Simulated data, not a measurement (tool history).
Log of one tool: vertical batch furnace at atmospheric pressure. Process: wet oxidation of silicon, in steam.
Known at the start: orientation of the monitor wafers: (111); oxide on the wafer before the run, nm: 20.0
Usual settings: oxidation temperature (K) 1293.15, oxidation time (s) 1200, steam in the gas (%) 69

| run | hour | oxidation temperature (K) | oxidation time (s) | steam in the gas (%) | wafers since the last listed run | hours since the last temperature calibration | hours since the steam generator was serviced | hours since the gauge calibration | read-back reference wafer on the same gauge, thickness | oxide thickness on the monitor wafer (Å) |
|---|---|---|---|---|---|---|---|---|---|---|
| 1 | 0 | 1287.15 | 1200 | 69 | 0 | 3993.1 | 1460.6 | 491.4 | 286.05 | 2357.9 |
| 2 | 34.6 | 1287.15 | 1200 | 69 | 637 | 4027.7 | 1495.2 | 526 | 286.03 | 2353.9 |
| 3 | 67.5 | 1287.15 | 1200 | 69 | 606 | 4060.6 | 1528.1 | 558.9 | 285.8 | 2361 |
| 4 | 86.8 | 1293.15 | 930 | 72 | 355 | 4079.9 | 1547.4 | 578.2 | 286.05 | 2138.7 |
| 5 | 102.2 | 1293.15 | 930 | 72 | 283 | 4095.3 | 1562.8 | 593.6 | 286.37 | 2118.7 |
| 6 | 137.7 | 1293.15 | 1200 | 69 | 653 | 4130.8 | 1598.3 | 629.1 | 286.08 | 2462.4 |
| 7 | 170.9 | 1293.15 | 1200 | 69 | 611 | 4164 | 1631.5 | 662.3 | 285.91 | 2456 |
| 8 | 200 | 1293.15 | 1200 | 69 | 536 | 4193.1 | 1660.6 | 691.4 | 286.02 | 2454.1 |
| 9 | 228.3 | 1293.15 | 1200 | 69 | 521 | 4221.4 | 1688.9 | 719.7 | 285.91 | 2463.9 |
| 10 | 243.2 | 1293.15 | 1200 | 69 | 274 | 4236.3 | 1703.8 | 734.6 | 286.02 | 2424.8 |
|  | 277 | steam generator serviced |
| 11 | 277.5 | 1293.15 | 1200 | 69 | 189 | 4270.6 | 0.5 | 768.9 | 285.8 | 2452.1 |
| 12 | 287.1 | 1293.15 | 1200 | 69 | 176 | 4280.2 | 10.1 | 778.5 | 286.05 | 2478.4 |
|  | 318.4 | thermocouples replaced and temperature profile calibrated |
| 13 | 318.9 | 1293.15 | 1200 | 69 | 143 | 0.5 | 41.9 | 810.3 | 286.11 | 2440.5 |
| 14 | 322.9 | 1293.15 | 1200 | 69 | 73 | 4.5 | 45.9 | 814.3 | 285.72 | 2447.5 |
| 15 | 352.9 | 1293.15 | 1200 | 69 | 552 | 34.5 | 75.9 | 844.3 | 285.89 | 2460.6 |
| 16 | 377.4 | 1293.15 | 1200 | 69 | 451 | 59 | 100.4 | 868.8 | 286.25 | 2459 |
| 17 | 399.5 | 1293.15 | 1200 | 69 | 407 | 81.1 | 122.5 | 890.9 | 285.9 | 2462.7 |
| 18 | 427.7 | 1303.15 | 1200 | 76 | 519 | 109.3 | 150.7 | 919.1 | 285.96 | 2739.3 |
| 19 | 440.2 | 1293.15 | 1710 | 69 | 230 | 121.8 | 163.2 | 931.6 | 286.02 | 3066.4 |
| 20 | 466.9 | 1311.15 | 720 | 63 | 491 | 148.5 | 189.9 | 958.3 | 286.19 | 1867.8 |
| 21 | 480.5 | 1272.15 | 990 | 69 | 250 | 162.1 | 203.5 | 971.9 | 285.92 | 1860.5 |
|  | 493.7 | gauge calibrated |
| 22 | 514 | 1293.15 | 1200 | 69 | 617 | 195.6 | 237 | 20.3 | 286.18 | 2447.1 |
| 23 | 548.8 | 1293.15 | 750 | 79 | 641 | 230.4 | 271.8 | 55.1 | 285.75 | 1967.9 |
| 24 | 561 | 1293.15 | 1200 | 74 | 224 | 242.6 | 284 | 67.3 | 285.94 | 2568.2 |
| 25 | 581.2 | 1293.15 | 1680 | 76 | 372 | 262.8 | 304.2 | 87.5 | 286.05 | 3239.7 |
| 26 | 606.9 | 1278.15 | 1200 | 69 | 473 | 288.5 | 329.9 | 113.2 | 286.16 | 2205.6 |
| 27 | 621.7 | 1311.15 | 720 | 63 | 272 | 303.3 | 344.7 | 128 | 286.08 | 1894.5 |
| 28 | 638.5 | 1293.15 | 1200 | 69 | 309 | 320.1 | 361.5 | 144.8 | 286.13 | 2444.3 |
| 29 | 672 | 1304.15 | 1560 | 69 | 617 | 353.6 | 395 | 178.3 | 286.09 | 3119.7 |
| 30 | 687 | 1293.15 | 1200 | 69 | 276 | 368.6 | 410 | 193.3 | 286.08 | 2451.4 |
| 31 | 791.6 | 1293.15 | 630 | 75 | 1926 | 473.2 | 514.6 | 297.9 | 286.19 | 1703.1 |
| 32 | 811 | 1293.15 | 1200 | 69 | 357 | 492.6 | 534 | 317.3 | 285.66 | 2460.2 |
| 33 | 838.2 | 1275.15 | 1560 | 78 | 501 | 519.8 | 561.2 | 344.5 | 286.02 | 2792.5 |
| 34 | 855.1 | 1309.15 | 1440 | 69 | 311 | 536.7 | 578.1 | 361.4 | 286.15 | 3013.9 |

Forecast each of these 5 alternatives for the next run:
| A | 859.2 | 1315.15 | 1200 | 69 | 75 | 540.8 | 582.2 | 365.5 | ? | ? |
| B | 859.2 | 1269.15 | 1200 | 60 | 75 | 540.8 | 582.2 | 365.5 | ? | ? |
| C | 859.2 | 1304.15 | 1020 | 72 | 75 | 540.8 | 582.2 | 365.5 | ? | ? |
| D | 859.2 | 1317.15 | 1200 | 69 | 75 | 540.8 | 582.2 | 365.5 | ? | ? |
| E | 859.2 | 1276.15 | 720 | 69 | 75 | 540.8 | 582.2 | 365.5 | ? | ? |

| run | read-back reference wafer on the same gauge, thickness | oxide thickness on the monitor wafer (Å) |
|---|---|---|
| A | 285.99 | 2780.5 |
| B | 285.99 | 1880.5 |
| C | 285.99 | 2419.6 |
| D | 285.99 | 2811.6 |
| E | 285.99 | 1545.3 |
Without the tool's hidden state the same runs would have given:
| run | oxide thickness on the monitor wafer (Å) |
|---|---|
| A | 2780.5 |
| B | 1880.5 |
| C | 2419.6 |
| D | 2811.6 |
| E | 1545.3 |

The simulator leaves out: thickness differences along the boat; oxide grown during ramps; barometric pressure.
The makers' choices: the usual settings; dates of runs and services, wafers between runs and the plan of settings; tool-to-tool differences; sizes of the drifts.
